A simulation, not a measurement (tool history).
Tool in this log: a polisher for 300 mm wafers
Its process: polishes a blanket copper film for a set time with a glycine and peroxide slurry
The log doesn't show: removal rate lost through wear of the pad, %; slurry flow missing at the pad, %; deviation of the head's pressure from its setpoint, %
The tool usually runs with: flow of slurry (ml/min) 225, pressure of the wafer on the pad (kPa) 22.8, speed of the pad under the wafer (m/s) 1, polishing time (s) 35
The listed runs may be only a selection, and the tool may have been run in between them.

| run | hour | flow of slurry (ml/min) | pressure of the wafer on the pad (kPa) | speed of the pad under the wafer (m/s) | polishing time (s) | wafers since the last listed run | wafers polished on this pad | hours since the slurry nozzle was cleaned | hours since the head pressure was calibrated | incoming thickness of the incoming film, nm | film removed (angstrom) |
|---|---|---|---|---|---|---|---|---|---|---|---|
| 1 | 0 | 225 | 22.8 | 1 | 35 | 0 | 349 | 653 | 737.7 | 2264.1 | 2172 |
| 2 | 37.5 | 225 | 22.8 | 0.82 | 35 | 351 | 700 | 690.5 | 775.2 | 2283 | 1827 |
|  | 47.7 | slurry nozzle cleaned |
| 3 | 106 | 225 | 22.8 | 0.82 | 35 | 632 | 1333 | 58.3 | 843.7 | 2306 | 1833 |
| 4 | 157.8 | 225 | 22.8 | 1 | 35 | 485 | 1819 | 110.1 | 895.5 | 2219.7 | 2172 |
| 5 | 215.7 | 225 | 22.8 | 0.86 | 35 | 542 | 2361 | 168 | 953.4 | 2273.4 | 1920 |
| 6 | 276.5 | 225 | 22.8 | 0.86 | 35 | 569 | 2931 | 228.8 | 1014.2 | 2264.4 | 1922 |
|  | 288.6 | worn pad replaced by a new one |
|  | 318.6 | head pressure recalibrated |
| 7 | 333.8 | 225 | 22.8 | 0.86 | 35 | 480 | 405 | 286.1 | 15.2 | 2262.4 | 1899 |
| 8 | 383.9 | 225 | 17.9 | 1 | 35 | 469 | 875 | 336.2 | 65.3 | 2266.2 | 1932 |
| 9 | 424.7 | 225 | 17.9 | 1 | 35 | 382 | 1257 | 377 | 106.1 | 2236.3 | 1910 |
| 10 | 457.1 | 225 | 29 | 1 | 35 | 303 | 1561 | 409.4 | 138.5 | 2262.8 | 2449 |
| 11 | 498 | 225 | 29 | 1 | 35 | 383 | 1944 | 450.3 | 179.4 | 2241.8 | 2457 |
| 12 | 545.6 | 225 | 29 | 1 | 35 | 446 | 2390 | 497.9 | 227 | 2271.1 | 2465 |
| 13 | 597.4 | 225 | 22.8 | 1 | 43 | 485 | 2876 | 549.7 | 278.8 | 2261.5 | 2676 |
|  | 626.7 | worn pad replaced by a new one |
|  | 681.4 | slurry nozzle cleaned |
| 14 | 708.3 | 225 | 22.8 | 1 | 43 | 992 | 755 | 26.9 | 389.7 | 2254 | 2670 |
| 15 | 749.6 | 225 | 22.8 | 1 | 43 | 387 | 1142 | 68.2 | 431 | 2312.1 | 2651 |
| 16 | 784.6 | 225 | 22.8 | 1 | 35 | 328 | 1470 | 103.2 | 466 | 2256 | 2170 |
| 17 | 836.9 | 225 | 22.8 | 1 | 35 | 490 | 1960 | 155.5 | 518.3 | 2235.2 | 2154 |
| 18 | 885.4 | 265 | 22.8 | 1 | 35 | 454 | 2415 | 204 | 566.8 | 2278.7 | 2200 |
|  | 959.6 | worn pad replaced by a new one |
| 19 | 960.1 | 225 | 17.2 | 1 | 35 | 662 | 4 | 278.7 | 641.5 | 2238.5 | 1887 |
| 20 | 981.2 | 190 | 22.8 | 0.68 | 35 | 197 | 202 | 299.8 | 662.6 | 2229.8 | 1539 |
| 21 | 1046.9 | 160 | 31 | 1 | 35 | 615 | 818 | 365.5 | 728.3 | 2243 | 2479 |
| 22 | 1115.2 | 225 | 19.3 | 1 | 35 | 640 | 1458 | 433.8 | 796.6 | 2280.6 | 1999 |
|  | 1189.3 | head pressure recalibrated |
| 23 | 1314 | 225 | 17.9 | 1.36 | 35 | 1844 | 3303 | 632.6 | 124.7 | 2268.2 | 2504 |
|  | 1319 | worn pad replaced by a new one |
| 24 | 1366.5 | 300 | 29.6 | 1 | 43 | 454 | 444 | 685.1 | 177.2 | 2263.5 | 3158 |
|  | 1399.6 | slurry nozzle cleaned |
| 25 | 1408.4 | 225 | 22.8 | 1.24 | 35 | 383 | 828 | 8.8 | 219.1 | 2227.7 | 2597 |
| 26 | 1445.5 | 225 | 22.8 | 0.82 | 35 | 347 | 1176 | 45.9 | 256.2 | 2256.1 | 1830 |
| 27 | 1508 | 225 | 22.8 | 1 | 35 | 585 | 1761 | 108.4 | 318.7 | 2249.4 | 2173 |
| 28 | 1571.3 | 225 | 22.8 | 0.76 | 24 | 593 | 2355 | 171.7 | 382 | 2241.6 | 1188 |
| 29 | 1621.2 | 255 | 17.9 | 1 | 46 | 467 | 2823 | 221.6 | 431.9 | 2246.4 | 2597 |
|  | 1663 | worn pad replaced by a new one |
| 30 | 1664.4 | 255 | 22.8 | 1 | 35 | 367 | 12 | 264.8 | 475.1 | 2269.5 | 2189 |
| 31 | 1708.1 | 225 | 22.8 | 1 | 35 | 409 | 422 | 308.5 | 518.8 | 2241.9 | 2137 |
| 32 | 1742.9 | 200 | 22.8 | 1 | 26 | 326 | 748 | 343.3 | 553.6 | 2275.3 | 1589 |
| 33 | 1773.9 | 225 | 15.2 | 1 | 35 | 290 | 1039 | 374.3 | 584.6 | 2226.3 | 1791 |
| 34 | 1835 | 225 | 22.8 | 1 | 35 | 572 | 1612 | 435.4 | 645.7 | 2281.6 | 2158 |

How the hidden state differs across the entries between the runs, from the last listed run before each to the first after it:
After run 2, before run 3: slurry nozzle cleaned (hour 47.7)
  no difference in the tool's unlogged condition between these two runs
After run 6, before run 7: worn pad replaced by a new one (hour 288.6); head pressure recalibrated (hour 318.6)
  no difference in the tool's unlogged condition between these two runs
After run 13, before run 14: worn pad replaced by a new one (hour 626.7); slurry nozzle cleaned (hour 681.4)
  no difference in the tool's unlogged condition between these two runs
After run 18, before run 19: worn pad replaced by a new one (hour 959.6)
  no difference in the tool's unlogged condition between these two runs
After run 22, before run 23: head pressure recalibrated (hour 1189.3)
  no difference in the tool's unlogged condition between these two runs
After run 23, before run 24: worn pad replaced by a new one (hour 1319)
  no difference in the tool's unlogged condition between these two runs
After run 24, before run 25: slurry nozzle cleaned (hour 1399.6)
  no difference in the tool's unlogged condition between these two runs
After run 29, before run 30: worn pad replaced by a new one (hour 1663)
  no difference in the tool's unlogged condition between these two runs

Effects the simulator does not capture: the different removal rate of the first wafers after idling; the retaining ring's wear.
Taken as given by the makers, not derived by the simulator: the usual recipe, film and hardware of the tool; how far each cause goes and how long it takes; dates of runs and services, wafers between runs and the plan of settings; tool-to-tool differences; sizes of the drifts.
